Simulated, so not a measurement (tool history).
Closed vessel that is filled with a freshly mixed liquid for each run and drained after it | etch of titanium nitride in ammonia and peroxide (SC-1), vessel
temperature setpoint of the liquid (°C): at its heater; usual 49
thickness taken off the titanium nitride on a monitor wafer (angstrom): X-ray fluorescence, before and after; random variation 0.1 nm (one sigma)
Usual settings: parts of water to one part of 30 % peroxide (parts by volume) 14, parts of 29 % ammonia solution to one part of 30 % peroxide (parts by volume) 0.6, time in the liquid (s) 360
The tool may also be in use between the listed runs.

run	hour	temperature setpoint of the liquid (°C)	parts of water to one part of 30 % peroxide (parts by volume)	parts of 29 % ammonia solution to one part of 30 % peroxide (parts by volume)	time in the liquid (s)	wafers since the last listed run	hours since the thermometer was replaced	hours since the ammonia flow meter was replaced	hours since the drum of ammonia solution was connected	hours since the gauge calibration	read-back film thickness of the titanium nitride reference wafer, read on the same gauge (nm)	thickness taken off the titanium nitride on a monitor wafer (angstrom)
1	0	49	14	0.6	360	0	2273.8	853.6	377.1	110.8	129.55	301.5
2	17	49	14	0.6	360	1894	2290.8	870.6	394.1	127.8	129.53	302
3	31.7	42.5	14	0.6	360	1637	2305.5	885.3	408.8	142.5	129.43	189.6
4	47.7	42.5	14	0.6	360	1782	2321.5	901.3	424.8	158.5	129.36	188.3
5	66.5	42.5	14	0.6	360	2094	2340.3	920.1	443.6	177.3	129.26	189.6
6	171.6	49	14	0.6	360	11710	2445.4	1025.2	548.7	282.4	128.65	300.3
7	197.3	49	14	0.6	360	2863	2471.1	1050.9	574.4	308.1	128.55	299.1
8	223.5	49	14	0.6	360	2919	2497.3	1077.1	600.6	334.3	128.45	297.7
9	255.9	49	14	0.6	360	3610	2529.7	1109.5	633	366.7	128.24	298.9
10	271.1	49	14	0.6	360	1693	2544.9	1124.7	648.2	381.9	128.18	298.6
# hour 301.8: gauge calibrated
11	302.9	49	14	0.6	360	3543	2576.7	1156.5	680	1.1	129.96	301.6
12	338.2	49	14	0.6	360	3933	2612	1191.8	715.3	36.4	129.77	303.6
13	352.6	49	14	0.6	360	1604	2626.4	1206.2	729.7	50.8	129.72	302.6
# hour 361.5: new drum of ammonia solution connected
# hour 363.6: ammonia flow meter replaced
14	387.2	49	14	0.6	360	3632	2661	23.6	25.7	85.4	129.52	302.2
15	449.9	49	8	0.85	300	6986	2723.7	86.3	88.4	148.1	129.17	355.4
16	469.7	41.5	14	0.85	530	2206	2743.5	106.1	108.2	167.9	129.1	276.5
17	496.8	49	14	0.4	420	3019	2770.6	133.2	135.3	195	128.94	324.6

The next listed run, before its measurement:
# hour 517.2: thermometer replaced
18	530.8	57.5	19.5	0.8	195	3677	13.6	167.2	169.3	229	?	?

Run 18 gave read-back film thickness of the titanium nitride reference wafer, read on the same gauge (nm) 128.82, thickness taken off the titanium nitride on a monitor wafer (angstrom) 255.7.
Without the tool's hidden state the same run would have given thickness taken off the titanium nitride on a monitor wafer (angstrom) 258.1.

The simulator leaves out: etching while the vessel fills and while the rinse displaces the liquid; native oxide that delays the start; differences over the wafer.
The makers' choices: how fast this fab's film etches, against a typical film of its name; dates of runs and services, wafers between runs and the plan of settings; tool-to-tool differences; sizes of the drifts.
